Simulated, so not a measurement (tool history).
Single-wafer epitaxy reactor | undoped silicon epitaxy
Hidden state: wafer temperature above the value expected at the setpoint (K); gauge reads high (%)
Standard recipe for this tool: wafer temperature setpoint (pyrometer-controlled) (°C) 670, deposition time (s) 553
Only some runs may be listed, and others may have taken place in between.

run,hour,wafer temperature setpoint (pyrometer-controlled) (°C),deposition time (s),wafers since the last listed run,hours since the last pyrometer calibration,hours since the gauge calibration,"read-back reference wafer on the same gauge, thickness_nm",mean film thickness on the monitor wafer (nm)
1,0,670,588,0,1595.8,66.4,163.955,151.042
2,9.6,665,553,30,1605.4,76,164.083,126.202
3,23,670,476,42,1618.8,89.4,164.005,122.305
4,39.5,670,476,52,1635.3,105.9,163.972,122.059
5,46,670,553,20,1641.8,112.4,163.86,141.608
6,53.1,670,553,22,1648.9,119.5,163.965,142.029
7,68.2,670,553,48,1664,134.6,163.899,142.175
8,77.8,663,553,30,1673.6,144.2,163.982,120.044
9,84.5,670,553,21,1680.3,150.9,163.976,142.488
10,96.9,670,553,39,1692.7,163.3,163.888,142.719
11,106.4,670,553,30,1702.2,172.8,163.977,141.857
12,114.7,670,553,26,1710.5,181.1,163.943,141.998
13,131,670,504,52,1726.8,197.4,163.982,130.435
14,143.5,670,504,39,1739.3,209.9,163.998,129.905
15,157.5,660,470,44,1753.3,223.9,163.875,95.155
# hour 172.9: pyrometer calibrated
16,173.4,682,615,25,0.5,239.8,163.9,209.523
17,181.2,680,500,24,8.3,247.6,164.001,162.725
18,198,670,615,53,25.1,264.4,164.007,158.244
19,207.2,656,553,29,34.3,273.6,164.13,101.536
20,221.2,670,553,44,48.3,287.6,163.849,142.304
21,229.2,680,654,25,56.3,295.6,163.963,212.772
# hour 239.7: gauge calibrated
22,246.8,670,615,56,73.9,7.1,164.015,159.222
23,295,670,553,153,122.1,55.3,163.78,142.762
24,337.5,675,601,135,164.6,97.8,163.977,174.087
25,353.6,681,553,51,180.7,113.9,164.063,183.157

What will run 26 give?
26,360.2,665,460,21,187.3,120.5,?,?

read-back reference wafer on the same gauge, thickness_nm: 163.978
mean film thickness on the monitor wafer (nm): 104.876
Minus the tool's unlogged condition, the same run would have read mean film thickness on the monitor wafer (nm) 104.876.
